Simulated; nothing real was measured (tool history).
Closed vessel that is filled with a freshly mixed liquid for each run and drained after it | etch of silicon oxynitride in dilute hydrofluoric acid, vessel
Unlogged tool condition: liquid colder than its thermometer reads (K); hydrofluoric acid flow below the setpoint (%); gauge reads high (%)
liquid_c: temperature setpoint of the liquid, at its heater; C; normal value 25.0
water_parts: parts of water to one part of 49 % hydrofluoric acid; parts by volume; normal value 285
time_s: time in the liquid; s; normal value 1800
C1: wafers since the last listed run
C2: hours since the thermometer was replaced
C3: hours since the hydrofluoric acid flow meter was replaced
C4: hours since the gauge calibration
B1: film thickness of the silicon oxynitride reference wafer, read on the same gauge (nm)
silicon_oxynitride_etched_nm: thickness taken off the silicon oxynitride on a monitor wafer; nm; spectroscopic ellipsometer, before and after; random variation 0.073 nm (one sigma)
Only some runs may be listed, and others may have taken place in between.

Run 1, hour 0.0: usual settings; C1 0; C2 1853.3; C3 202.6; C4 3226.5; B1 140.00. Result: silicon_oxynitride_etched_nm 10.64 nm.
Run 2, hour 42.7: usual settings but liquid_c 27.5 C; C1 1145; C2 1896.0; C3 245.3; C4 3269.2; B1 140.05. Result: silicon_oxynitride_etched_nm 11.85 nm.
Run 3, hour 116.4: usual settings; C1 1977; C2 1969.7; C3 319.0; C4 3342.9; B1 139.96. Result: silicon_oxynitride_etched_nm 10.60 nm.
Run 4, hour 209.4: usual settings but liquid_c 28.0 C; C1 2495; C2 2062.7; C3 412.0; C4 3435.9; B1 140.01. Result: silicon_oxynitride_etched_nm 12.11 nm.
At hour 406.1: gauge calibrated.
Run 5, hour 421.9: usual settings but liquid_c 28.0 C; C1 5702; C2 2275.2; C3 624.5; C4 15.8; B1 139.98. Result: silicon_oxynitride_etched_nm 12.01 nm.
Run 6, hour 514.2: usual settings but liquid_c 28.0 C; C1 2476; C2 2367.5; C3 716.8; C4 108.1; B1 139.99. Result: silicon_oxynitride_etched_nm 12.09 nm.
Run 7, hour 569.6: usual settings; C1 1486; C2 2422.9; C3 772.2; C4 163.5; B1 140.00. Result: silicon_oxynitride_etched_nm 10.51 nm.
Run 8, hour 619.5: usual settings; C1 1339; C2 2472.8; C3 822.1; C4 213.4; B1 140.02. Result: silicon_oxynitride_etched_nm 10.52 nm.
At hour 679.7: thermometer replaced.
Run 9, hour 686.4: usual settings; C1 1768; C2 6.7; C3 889.0; C4 280.3; B1 140.01. Result: silicon_oxynitride_etched_nm 10.26 nm.
Run 10, hour 742.4: usual settings; C1 1502; C2 62.7; C3 945.0; C4 336.3; B1 139.97. Result: silicon_oxynitride_etched_nm 10.30 nm.
Run 11, hour 847.9: usual settings; C1 2831; C2 168.2; C3 1050.5; C4 441.8; B1 140.01. Result: silicon_oxynitride_etched_nm 10.22 nm.
Run 12, hour 928.3: usual settings; C1 2157; C2 248.6; C3 1130.9; C4 522.2; B1 140.00. Result: silicon_oxynitride_etched_nm 10.28 nm.
Run 13, hour 966.7: usual settings but liquid_c 23.5 C, water_parts 240 parts by volume; C1 1030; C2 287.0; C3 1169.3; C4 560.6; B1 139.99. Result: silicon_oxynitride_etched_nm 11.71 nm.
Run 14, hour 1040.5: usual settings but time_s 1335 s; C1 1980; C2 360.8; C3 1243.1; C4 634.4; B1 139.97. Result: silicon_oxynitride_etched_nm 7.55 nm.
Run 15, hour 1124.8: usual settings but liquid_c 29.5 C, water_parts 380 parts by volume, time_s 1170 s; C1 2262; C2 445.1; C3 1327.4; C4 718.7; B1 139.97. Result: silicon_oxynitride_etched_nm 5.62 nm.
At hour 1184.5: hydrofluoric acid flow meter replaced.
Run 16, hour 1202.9: usual settings but liquid_c 23.5 C, water_parts 160 parts by volume, time_s 760 s; C1 2069; C2 523.2; C3 18.4; C4 796.8; B1 139.97. Result: silicon_oxynitride_etched_nm 7.72 nm.
Run 17, hour 1239.4: usual settings but liquid_c 22.5 C, water_parts 185 parts by volume, time_s 2835 s; C1 979; C2 559.7; C3 54.9; C4 833.3; B1 140.01. Result: silicon_oxynitride_etched_nm 23.62 nm.
Run 18, hour 1330.8: usual settings but liquid_c 27.0 C, water_parts 385 parts by volume; C1 2452; C2 651.1; C3 146.3; C4 924.7; B1 139.98. Result: silicon_oxynitride_etched_nm 7.63 nm.
At hour 1446.1: thermometer replaced, repeated, since the last time left the tool worse.
Run 19, hour 1465.9: usual settings but water_parts 170 parts by volume, time_s 1470 s; C1 3598; C2 19.8; C3 281.4; C4 1059.8; B1 140.00. Result: silicon_oxynitride_etched_nm 16.44 nm.
Run 20, hour 1544.1: usual settings but liquid_c 28.0 C, water_parts 425 parts by volume; C1 2098; C2 98.0; C3 359.6; C4 1138.0; B1 139.99. Result: silicon_oxynitride_etched_nm 7.46 nm.
Run 21, hour 1583.5: usual settings but liquid_c 29.0 C; C1 1057; C2 137.4; C3 399.0; C4 1177.4; B1 140.00. Result: silicon_oxynitride_etched_nm 12.82 nm.
Run 22, hour 1687.9: usual settings but liquid_c 22.0 C, water_parts 175 parts by volume; C1 2801; C2 241.8; C3 503.4; C4 1281.8; B1 139.97. Result: silicon_oxynitride_etched_nm 16.83 nm.
Run 23, hour 1789.4: usual settings; C1 2723; C2 343.3; C3 604.9; C4 1383.3; B1 140.01. Result: silicon_oxynitride_etched_nm 10.96 nm.
Run 24, hour 1862.6: usual settings but liquid_c 22.0 C, water_parts 395 parts by volume, time_s 2865 s; C1 1964; C2 416.5; C3 678.1; C4 1456.5; B1 140.00. Result: silicon_oxynitride_etched_nm 10.38 nm.
Run 25, hour 1919.4: usual settings but liquid_c 21.5 C, time_s 1480 s; C1 1524; C2 473.3; C3 734.9; C4 1513.3; B1 139.99. Result: silicon_oxynitride_etched_nm 7.68 nm.
Run 26, hour 1999.6: usual settings but liquid_c 29.0 C, time_s 2835 s; C1 2152; C2 553.5; C3 815.1; C4 1593.5; B1 139.99. Result: silicon_oxynitride_etched_nm 20.17 nm.
Run 27, hour 2052.1: usual settings but water_parts 400 parts by volume; C1 1408; C2 606.0; C3 867.6; C4 1646.0; B1 139.98. Result: silicon_oxynitride_etched_nm 7.14 nm.
Run 28, hour 2093.8: usual settings but liquid_c 23.5 C, time_s 2655 s; C1 1119; C2 647.7; C3 909.3; C4 1687.7; B1 139.99. Result: silicon_oxynitride_etched_nm 15.17 nm.
Run 29, hour 2131.4: usual settings but liquid_c 29.5 C, water_parts 355 parts by volume, time_s 885 s; C1 1009; C2 685.3; C3 946.9; C4 1725.3; B1 139.97. Result: silicon_oxynitride_etched_nm 4.94 nm.
Run 30, hour 2207.9: usual settings but liquid_c 23.0 C, water_parts 415 parts by volume, time_s 2590 s; C1 2052; C2 761.8; C3 1023.4; C4 1801.8; B1 139.99. Result: silicon_oxynitride_etched_nm 9.13 nm.
Run 31, hour 2248.0: usual settings but water_parts 385 parts by volume; C1 1076; C2 801.9; C3 1063.5; C4 1841.9; B1 139.99. Result: silicon_oxynitride_etched_nm 7.52 nm.
Run 32, hour 2398.7: usual settings; C1 4044; C2 952.6; C3 1214.2; C4 1992.6; B1 140.00. Result: silicon_oxynitride_etched_nm 10.80 nm.
Run 33, hour 2478.2: usual settings but liquid_c 23.5 C, time_s 2495 s; C1 2133; C2 1032.1; C3 1293.7; C4 2072.1; B1 140.03. Result: silicon_oxynitride_etched_nm 13.96 nm.

Give the tool's hidden conditions for every run:
hydrofluoric acid flow below the setpoint (%): 0 on each run
gauge reads high (%): 0 on each run
H1: liquid colder than its thermometer reads (K)
run      H1
  1   0.774
  2   0.787
  3   0.811
  4   0.841
  5   0.909
  6   0.939
  7   0.957
  8   0.973
  9    1.55
 10    1.57
 11     1.6
 12    1.63
 13    1.64
 14    1.67
 15    1.69
 16    1.72
 17    1.73
 18    1.76
 19  0.0305
 20  0.0557
 21  0.0684
 22   0.102
 23   0.135
 24   0.158
 25   0.177
 26   0.202
 27   0.219
 28   0.233
 29   0.245
 30    0.27
 31   0.283
 32   0.331
 33   0.357

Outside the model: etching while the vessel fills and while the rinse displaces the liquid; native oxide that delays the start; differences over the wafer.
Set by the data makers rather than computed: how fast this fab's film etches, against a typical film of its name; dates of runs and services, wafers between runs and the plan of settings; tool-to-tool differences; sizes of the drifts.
